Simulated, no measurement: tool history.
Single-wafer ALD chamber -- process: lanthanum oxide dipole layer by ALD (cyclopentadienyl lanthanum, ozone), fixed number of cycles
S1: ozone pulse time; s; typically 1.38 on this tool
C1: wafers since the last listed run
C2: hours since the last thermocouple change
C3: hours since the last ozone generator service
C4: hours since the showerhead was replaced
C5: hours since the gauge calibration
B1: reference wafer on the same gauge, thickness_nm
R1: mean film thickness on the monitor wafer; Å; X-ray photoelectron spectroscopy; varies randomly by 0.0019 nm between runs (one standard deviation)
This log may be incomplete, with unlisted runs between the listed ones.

run,hour,S1,C1,C2,C3,C4,C5,B1,R1
1,0,1.38,0,1484.6,972.3,2623.8,186.9,0.527,5.09
2,26.6,1.38,592,1511.2,998.9,2650.4,213.5,0.527,5.08
3,61.6,1.38,779,1546.2,1033.9,2685.4,248.5,0.527,5.07
4,75.3,1.38,305,1559.9,1047.6,2699.1,262.2,0.527,5.08
5,88.2,1.38,287,1572.8,1060.5,2712,275.1,0.527,5.07
6,106.2,1.38,401,1590.8,1078.5,2730,293.1,0.526,5.09
7,132.6,1.38,588,1617.2,1104.9,2756.4,319.5,0.527,5.06
8,158.9,1.38,585,1643.5,1131.2,2782.7,345.8,0.527,5.06
9,181.5,1.38,503,1666.1,1153.8,2805.3,368.4,0.527,5.07
10,209.9,1.13,632,1694.5,1182.2,2833.7,396.8,0.527,4.85
11,228.1,1.38,405,1712.7,1200.4,2851.9,415,0.527,5.03
12,245.7,1.74,392,1730.3,1218,2869.5,432.6,0.527,5.27
13,261.7,1.74,356,1746.3,1234,2885.5,448.6,0.527,5.25
14,277.1,0.95,343,1761.7,1249.4,2900.9,464,0.527,4.61
# hour 290.1: thermocouple changed; heater temperature recalibrated
15,308.1,0.95,512,18,1280.4,2931.9,495,0.527,4.62
16,332.9,0.95,552,42.8,1305.2,2956.7,519.8,0.526,4.61
17,352.9,1.79,445,62.8,1325.2,2976.7,539.8,0.528,5.3
18,379.6,0.85,594,89.5,1351.9,3003.4,566.5,0.527,4.45
19,392.6,0.96,289,102.5,1364.9,3016.4,579.5,0.526,4.6
20,425.2,1.38,726,135.1,1397.5,3049,612.1,0.527,5.04
# hour 517.7: ozone generator serviced
21,520.3,1.38,1940,230.2,2.6,3144.1,707.2,0.527,5.08
22,554.2,1.19,755,264.1,36.5,3178,741.1,0.527,4.95
23,575.4,1.1,472,285.3,57.7,3199.2,762.3,0.527,4.81
# hour 586.6: gauge calibrated
# hour 593.8: showerhead replaced
24,616.1,1.15,728,326,98.4,22.3,29.5,0.527,4.84
25,640.9,1.09,552,350.8,123.2,47.1,54.3,0.527,4.8
26,675.5,1.38,770,385.4,157.8,81.7,88.9,0.527,5.11
27,692.2,1.11,372,402.1,174.5,98.4,105.6,0.527,4.83
28,716.6,0.99,543,426.5,198.9,122.8,130,0.528,4.65
29,736.1,1.38,434,446,218.4,142.3,149.5,0.527,5.04
30,765.4,1.84,652,475.3,247.7,171.6,178.8,0.527,5.27
31,789.8,1.81,543,499.7,272.1,196,203.2,0.527,5.26
32,804.1,1.38,318,514,286.4,210.3,217.5,0.527,5.04
33,838.2,1.38,759,548.1,320.5,244.4,251.6,0.527,5.07
34,870.6,1.63,721,580.5,352.9,276.8,284,0.527,5.21
35,898.1,1.12,612,608,380.4,304.3,311.5,0.527,4.81

State the hidden condition of the tool at each of the runs:
wafer temperature above the value expected at the setpoint (K): 0 in every run
ozone dose above that of a generator just serviced (%): 0 in every run
gauge reads high (%): 0 in every run
